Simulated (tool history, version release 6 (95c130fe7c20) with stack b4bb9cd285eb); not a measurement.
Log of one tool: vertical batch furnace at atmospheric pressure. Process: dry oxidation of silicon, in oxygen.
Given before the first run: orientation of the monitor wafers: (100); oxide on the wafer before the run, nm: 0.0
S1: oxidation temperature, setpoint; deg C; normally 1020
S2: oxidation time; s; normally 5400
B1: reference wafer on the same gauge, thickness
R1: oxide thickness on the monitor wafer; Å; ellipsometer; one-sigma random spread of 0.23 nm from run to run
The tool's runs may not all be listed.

run     day    S1    S2     B1     R1
  1       0  1020  5400  87.79  800.2
  2   3.971  1020  5400     88    798
  3   5.733  1020  5400  88.14  806.8
  4   9.908  1020  5400  88.43    810
  5  14.188  1020  5400  88.77  813.9
  6   17.15  1033  5400  89.03  910.9
  7  21.079  1033  5400  89.46  914.6
     21.838  -- gauge calibrated
     29.158  -- boat lift adjusted
  8  29.179  1020  5400  87.49  802.8
  9  32.167  1020  5400  87.56  798.7
 10  35.225  1035  4260  87.65  784.8
     39.458  -- thermocouples replaced and temperature profile calibrated
 11  39.479  1000  4440  87.82    583
 12  41.533  1020  5400  88.02  808.3
 13  44.488  1000  7650  88.16  842.6
 14  48.079   996  3990  88.39  522.9
     50.292  -- gauge calibrated
 15  50.383  1029  5400  87.66  865.8
 16  53.446  1033  3930  87.67  728.5
 17  55.062  1020  5400   87.7  802.8
 18  59.288  1006  3570   87.7  536.9

Hidden state or all else? Some run-to-run changes of R1, split into what the settings, what came in and random variation would give without the hidden state, and what is left for the hidden state (with any gauge scatter that isn't in both results):
The hidden state here: true tube temperature minus thermocouple reading, K; monitor wafer colder than the profiled boat position, K; gauge reads high (%).
Run 7 -> 8: S1 1033 -> 1020, gauge calibrated, boat lift adjusted. R1 -111.8 Å: hidden state -21.2, all else -90.6.
Run 14 -> 15: S1 996 -> 1029, S2 3990 -> 5400, gauge calibrated. R1 +342.9 Å: hidden state -4.9, all else +347.8.
